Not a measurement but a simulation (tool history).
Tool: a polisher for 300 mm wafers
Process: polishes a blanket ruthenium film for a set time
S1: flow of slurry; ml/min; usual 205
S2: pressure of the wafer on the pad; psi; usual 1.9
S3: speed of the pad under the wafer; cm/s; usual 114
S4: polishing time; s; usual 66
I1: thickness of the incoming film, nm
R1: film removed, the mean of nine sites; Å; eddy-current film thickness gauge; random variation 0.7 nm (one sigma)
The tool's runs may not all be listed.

run	hour	S1	S2	S3	S4	I1	R1
1	0	205	1.9	114	66	403.7	788
2	60.3	205	1.9	114	66	413.5	778
3	124.6	205	1.9	114	66	403.6	767
4	171.4	205	1.9	114	66	409.5	782
5	220.2	205	1.9	114	66	408.9	772
# hour 240.5: slurry nozzle cleaned
6	250.7	205	1.9	114	66	416.2	824
7	299.7	205	1.9	114	66	413.3	823
8	338.7	205	1.9	114	66	415.8	816
# hour 357.5: worn pad replaced by a new one
9	381.8	205	1.9	114	66	413.8	828
10	440.8	205	1.9	114	66	406.5	814
11	493.9	205	1.9	114	66	413.1	819
12	549.6	205	1.9	114	66	411.1	791
# hour 662.4: slurry nozzle cleaned
13	691.2	205	1.9	114	80	414.5	1013
# hour 744.7: worn pad replaced by a new one
14	747.9	205	1.9	114	80	406.9	1010
15	776.2	205	1.9	114	80	413.8	1009
16	842.9	205	1.9	144	81	413.3	1310
17	898.6	205	1.9	144	81	409.5	1277
18	932.9	205	1.9	154	84	408.9	1415
19	969.8	265	1.9	114	87	415.7	1113
20	1035.7	205	1.9	114	66	412.2	791
21	1088.6	205	1.9	114	66	415.2	777
# hour 1123.4: slurry nozzle cleaned
# hour 1126.3: head pressure recalibrated
22	1141.8	205	1.9	144	81	414.3	1205
23	1168.5	205	1.9	114	66	410.6	771
# hour 1217.3: worn pad replaced by a new one
24	1223.3	205	1.9	114	66	412.9	798
25	1294.2	205	1.4	94	66	413.6	492
26	1342.8	205	2.5	114	76	403.8	1173
27	1394.7	225	1.9	100	66	407	691
28	1459	205	1.9	126	66	419.3	854
# hour 1500: slurry nozzle cleaned
29	1504.8	205	1.9	114	66	402	822
30	1542.4	205	1.9	114	66	405.5	821
31	1588.5	205	1.9	114	66	411.6	815
# hour 1599: worn pad replaced by a new one
32	1626	205	1.9	74	86	403.5	696
33	1660.7	265	1.9	144	76	408.7	1226
34	1688.9	185	1.9	114	76	407.4	928
35	1756.1	225	2.3	92	80	407.3	964
36	1821.6	205	2.5	114	88	414.9	1367
# hour 1869.2: slurry nozzle cleaned
37	1879.2	240	1.9	86	85	407.4	805
38	1960.5	205	1.9	114	66	407.5	826

Forecast each of these 3 alternatives for the next run:
A	1960.9	205	1.9	114	66	415.1	?
B	1960.9	230	1.9	154	54	415.1	?
C	1960.9	170	1.9	98	66	415.1	?

run	R1
A	815
B	916
C	679
Without the tool's hidden state the same runs would have given:
run	R1
A	770
B	864
C	642

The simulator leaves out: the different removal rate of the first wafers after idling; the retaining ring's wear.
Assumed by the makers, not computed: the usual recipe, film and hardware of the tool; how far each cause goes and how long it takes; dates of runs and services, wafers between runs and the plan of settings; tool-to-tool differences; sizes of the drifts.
